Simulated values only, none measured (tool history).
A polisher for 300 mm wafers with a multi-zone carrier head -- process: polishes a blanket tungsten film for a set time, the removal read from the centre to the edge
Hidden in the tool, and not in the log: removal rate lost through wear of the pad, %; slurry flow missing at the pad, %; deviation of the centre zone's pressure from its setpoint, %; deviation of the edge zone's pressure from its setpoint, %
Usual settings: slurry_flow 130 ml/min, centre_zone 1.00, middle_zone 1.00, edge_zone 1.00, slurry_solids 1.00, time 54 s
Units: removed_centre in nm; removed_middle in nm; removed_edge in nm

run    hour  slurry_flow  centre_zone  middle_zone  edge_zone  slurry_solids  time  wafers since the last listed run  wafers polished on this pad  hours since the slurry nozzle was cleaned  hours since the centre zone pressure was calibrated  hours since the edge zone pressure was calibrated  hours since the carrier head's membrane was replaced  incoming thickness of the incoming film, nm  removed_centre  removed_middle  removed_edge
  1     0.0          130         1.09         1.00       1.00           1.00    54                                 0                         7626                                      551.5                                                605.5                                              373.1                                                 533.9                                       1037.5           312.0           291.1         287.2
       17.3  -- worn pad replaced by a new one
       41.2  -- centre zone pressure recalibrated
  2    42.5          130         1.00         1.00       1.00           1.00    54                               523                          332                                      594.0                                                  1.3                                              415.6                                                 576.4                                       1057.3           285.0           294.4         292.0
      100.7  -- carrier head's membrane replaced by a new one
      112.4  -- slurry nozzle cleaned
  3   145.4          130         1.00         1.00       1.00           1.00    54                              1389                         1722                                       33.0                                                104.2                                              518.5                                                  44.7                                       1056.0           288.0           292.4         294.1
      175.5  -- edge zone pressure recalibrated
  4   225.3          130         1.00         1.00       0.89           0.90    54                              1117                         2839                                      112.9                                                184.1                                               49.8                                                 124.6                                       1051.5           279.9           282.6         266.1
  5   328.5          130         1.05         0.92       1.03           1.15    54                              1479                         4319                                      216.1                                                287.3                                              153.0                                                 227.8                                       1034.6           312.0           281.9         311.7
  6   398.9          160         1.11         1.08       1.00           1.00    54                              1009                         5328                                      286.5                                                357.7                                              223.4                                                 298.2                                       1050.7           335.2           325.1         301.0
  7   495.6          175         1.00         1.00       0.95           0.85    54                              1386                         6715                                      383.2                                                454.4                                              320.1                                                 394.9                                       1062.4           291.8           300.8         282.9
  8   558.1          130         1.00         1.00       1.00           1.15    54                               896                         7611                                      445.7                                                516.9                                              382.6                                                 457.4                                       1060.3           293.7           305.9         298.5
      568.6  -- worn pad replaced by a new one
      579.5  -- centre zone pressure recalibrated
  9   628.9          105         0.93         1.00       1.00           1.25    54                               929                          835                                      516.5                                                 49.4                                              453.4                                                 528.2                                       1058.2           264.6           289.3         297.1
      645.6  -- slurry nozzle cleaned
 10   725.3          130         1.04         1.00       1.09           0.90    54                              1368                         2203                                       79.7                                                145.8                                              549.8                                                 624.6                                       1049.7           288.6           286.7         292.3
 11   777.8          130         1.05         1.00       1.00           1.00    54                               752                         2956                                      132.2                                                198.3                                              602.3                                                 677.1                                       1051.8           302.2           292.3         300.1
      817.2  -- carrier head's membrane replaced by a new one
 12   881.7          115         1.00         0.93       0.89           1.00    54                              1418                         4374                                      236.1                                                302.2                                              706.2                                                  64.5                                       1042.6           273.4           268.1         269.6
      886.0  -- edge zone pressure recalibrated
 13   987.3          105         1.00         1.00       1.00           1.00    54                              1485                         5860                                      341.7                                                407.8                                              101.3                                                 170.1                                       1052.0           266.9           276.9         284.3
 14  1040.0          100         1.08         1.00       1.00           1.00    54                               755                         6615                                      394.4                                                460.5                                              154.0                                                 222.8                                       1043.0           282.8           269.5         276.0
 15  1087.7          175         1.00         1.04       1.00           1.00    54                               684                         7299                                      442.1                                                508.2                                              201.7                                                 270.5                                       1028.5           303.8           319.7         299.7
 16  1151.7          130         1.00         1.08       1.00           1.00    54                               917                         8217                                      506.1                                                572.2                                              265.7                                                 334.5                                       1039.3           286.9           309.7         285.8
 17  1190.6          130         1.00         1.00       1.00           1.00    54                               557                         8775                                      545.0                                                611.1                                              304.6                                                 373.4                                       1044.8           287.0           294.3         291.1
     1256.4  -- centre zone pressure recalibrated
 18  1256.9          170         1.00         0.92       1.12           0.70    54                               922                         9697                                      611.3                                                  0.5                                              370.9                                                 439.7                                       1062.3           275.4           258.3         284.3
     1268.4  -- slurry nozzle cleaned
     1285.0  -- worn pad replaced by a new one
 19  1345.5          130         1.00         1.00       1.00           1.05    60                              1198                          867                                       77.1                                                 89.1                                              459.5                                                 528.3                                       1051.4           317.8           325.6         317.1
     1394.8  -- carrier head's membrane replaced by a new one
 20  1450.8          115         1.12         1.00       1.00           0.85    41                              1438                         2305                                      182.4                                                194.4                                              564.8                                                  56.0                                       1056.7           222.6           208.7         204.8

5 ways to go on from here, each from the tool as it stands after run 20. What would each give?
  A  1451.2          130         1.00         1.00       1.00           1.00    54                                 5                         2311                                      182.8                                                194.8                                              565.2                                                  56.4                                       1061.3               ?               ?             ?
  B  1451.2          170         1.00         1.00       1.00           1.00    54                                 5                         2311                                      182.8                                                194.8                                              565.2                                                  56.4                                       1061.3               ?               ?             ?
  C  1451.2          130         0.94         1.00       1.00           0.70    54                                 5                         2311                                      182.8                                                194.8                                              565.2                                                  56.4                                       1061.3               ?               ?             ?
  D  1451.2          130         0.94         1.00       1.00           0.70    60                                 5                         2311                                      182.8                                                194.8                                              565.2                                                  56.4                                       1061.3               ?               ?             ?
  E  1451.2          160         1.00         1.07       1.00           1.00    54                                 5                         2311                                      182.8                                                194.8                                              565.2                                                  56.4                                       1061.3               ?               ?             ?

run  removed_centre  removed_middle  removed_edge
  A           287.4           293.7         292.2
  B           306.1           310.6         304.2
  C           242.7           264.1         262.7
  D           269.7           293.4         291.8
  E           302.4           325.2         301.4
With no hidden state in the tool, these same runs would have given:
run  removed_centre  removed_middle  removed_edge
  A           287.4           293.7         292.2
  B           306.1           310.6         304.2
  C           242.7           264.1         262.7
  D           269.7           293.4         291.8
  E           302.4           325.2         301.4
